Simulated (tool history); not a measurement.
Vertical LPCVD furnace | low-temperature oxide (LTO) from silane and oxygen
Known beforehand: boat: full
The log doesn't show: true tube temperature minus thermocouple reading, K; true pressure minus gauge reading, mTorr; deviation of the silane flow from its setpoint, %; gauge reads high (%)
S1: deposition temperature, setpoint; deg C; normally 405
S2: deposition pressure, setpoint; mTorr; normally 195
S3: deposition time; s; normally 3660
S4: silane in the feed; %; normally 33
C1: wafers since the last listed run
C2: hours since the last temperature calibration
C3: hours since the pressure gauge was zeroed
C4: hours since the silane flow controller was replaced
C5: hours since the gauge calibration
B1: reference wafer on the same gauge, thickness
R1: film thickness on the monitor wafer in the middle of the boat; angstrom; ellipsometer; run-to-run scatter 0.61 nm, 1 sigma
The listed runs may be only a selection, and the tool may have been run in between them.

{"run": 1, "hour": 0.0, "S1": 401, "S2": 195, "S3": 3660, "S4": 33, "C1": 0, "C2": 4117.5, "C3": 3605.6, "C4": 5109, "C5": 305.5, "B1": 385.96, "R1": 3684.5}
{"run": 2, "hour": 23.3, "S1": 405, "S2": 195, "S3": 3660, "S4": 33, "C1": 386, "C2": 4140.8, "C3": 3628.9, "C4": 5132.3, "C5": 328.8, "B1": 385.92, "R1": 3856.6}
{"run": 3, "hour": 38.0, "S1": 405, "S2": 195, "S3": 3660, "S4": 33, "C1": 243, "C2": 4155.5, "C3": 3643.6, "C4": 5147, "C5": 343.5, "B1": 386.26, "R1": 3840.4}
{"run": 4, "hour": 53.5, "S1": 414, "S2": 195, "S3": 3660, "S4": 38, "C1": 257, "C2": 4171, "C3": 3659.1, "C4": 5162.5, "C5": 359, "B1": 386.08, "R1": 5092.8}
{"run": 5, "hour": 81.9, "S1": 405, "S2": 195, "S3": 3660, "S4": 33, "C1": 471, "C2": 4199.4, "C3": 3687.5, "C4": 5190.9, "C5": 387.4, "B1": 386.11, "R1": 3846.7}
{"run": 6, "hour": 114.1, "S1": 405, "S2": 195, "S3": 3660, "S4": 33, "C1": 534, "C2": 4231.6, "C3": 3719.7, "C4": 5223.1, "C5": 419.6, "B1": 385.83, "R1": 3851.5}
{"hour": 151.7, "done": "gauge calibrated"}
{"run": 7, "hour": 181.2, "S1": 405, "S2": 195, "S3": 3660, "S4": 33, "C1": 1113, "C2": 4298.7, "C3": 3786.8, "C4": 5290.2, "C5": 29.5, "B1": 385.94, "R1": 3852.2}
{"run": 8, "hour": 194.9, "S1": 414, "S2": 230, "S3": 3660, "S4": 38, "C1": 227, "C2": 4312.4, "C3": 3800.5, "C4": 5303.9, "C5": 43.2, "B1": 385.82, "R1": 6075.2}
{"run": 9, "hour": 214.4, "S1": 411, "S2": 195, "S3": 4260, "S4": 29, "C1": 323, "C2": 4331.9, "C3": 3820, "C4": 5323.4, "C5": 62.7, "B1": 386.04, "R1": 3989.2}
{"run": 10, "hour": 236.4, "S1": 405, "S2": 195, "S3": 3660, "S4": 33, "C1": 365, "C2": 4353.9, "C3": 3842, "C4": 5345.4, "C5": 84.7, "B1": 386.16, "R1": 3850.8}

Run 11, settings as shown, results not yet in. Your forecast:
{"hour": 344.1, "done": "silane flow controller replaced"}
{"hour": 345.4, "done": "thermocouples replaced and temperature profile calibrated"}
{"hour": 346.0, "done": "pressure gauge zeroed"}
{"run": 11, "hour": 346.5, "S1": 405, "S2": 195, "S3": 3660, "S4": 33, "C1": 1397, "C2": 1.1, "C3": 0.5, "C4": 2.4, "C5": 194.8, "B1": "?", "R1": "?"}

B1: 386.08
R1: 4064.8 angstrom
Were there no unlogged condition in the tool, this run, its random variation unchanged, would have produced R1 4047.4 angstrom.
